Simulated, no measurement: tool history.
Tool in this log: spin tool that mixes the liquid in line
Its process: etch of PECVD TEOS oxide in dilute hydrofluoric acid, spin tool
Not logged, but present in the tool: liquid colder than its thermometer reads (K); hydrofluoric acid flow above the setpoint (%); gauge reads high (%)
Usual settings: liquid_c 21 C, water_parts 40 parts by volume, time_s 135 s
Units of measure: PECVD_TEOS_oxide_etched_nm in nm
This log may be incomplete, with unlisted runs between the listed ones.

run	hour	liquid_c	water_parts	time_s	wafers since the last listed run	hours since the thermometer was replaced	hours since the hydrofluoric acid flow meter was replaced	hours since the gauge calibration	read-back film thickness of the PECVD TEOS oxide reference wafer, read on the same gauge (nm)	PECVD_TEOS_oxide_etched_nm
1	0	23.5	40	135	0	2721.3	1627	47.3	120.01	34.37
2	7.9	23.5	40	135	74	2729.2	1634.9	55.2	119.99	34.33
3	18.5	21	40	135	100	2739.8	1645.5	65.8	119.98	30.95
4	24.8	21	40	135	59	2746.1	1651.8	72.1	119.98	30.86
5	37.1	21	40	135	116	2758.4	1664.1	84.4	120	30.95
6	44.5	21	40	135	70	2765.8	1671.5	91.8	119.99	30.96
# hour 51.1: gauge calibrated
7	60.4	21	40	135	150	2781.7	1687.4	9.3	119.99	31.02
# hour 67.2: thermometer replaced
8	72.8	21	40	135	107	5.6	1699.8	21.7	119.99	31
9	81.3	21	40	195	80	14.1	1708.3	30.2	120.06	44.87
10	97.2	21	30	60	150	30	1724.2	46.1	120.02	18.62
11	107.9	19.5	40	135	101	40.7	1734.9	56.8	119.99	29.1
12	119.4	23.5	25	195	108	52.2	1746.4	68.3	120.02	80.83
# hour 129.2: hydrofluoric acid flow meter replaced
# hour 130.1: gauge calibrated
13	133.3	17	40	75	122	66.1	4.1	3.2	119.98	13.06
14	143.6	19	55	90	97	76.4	14.4	13.5	119.98	12.22
15	153.7	25.5	60	55	95	86.5	24.5	23.6	120	8.94
16	170.9	21	40	135	162	103.7	41.7	40.8	120	27.94

Exercise: give the hidden state of the tool at every run:
liquid colder than its thermometer reads (K): 0 at every run
gauge reads high (%): 0 at every run
H1: hydrofluoric acid flow above the setpoint (%)
run	H1
1	11
2	11.1
3	11.1
4	11.2
5	11.2
6	11.3
7	11.4
8	11.5
9	11.5
10	11.6
11	11.7
12	11.8
13	0.898
14	0.965
15	1.03
16	1.14

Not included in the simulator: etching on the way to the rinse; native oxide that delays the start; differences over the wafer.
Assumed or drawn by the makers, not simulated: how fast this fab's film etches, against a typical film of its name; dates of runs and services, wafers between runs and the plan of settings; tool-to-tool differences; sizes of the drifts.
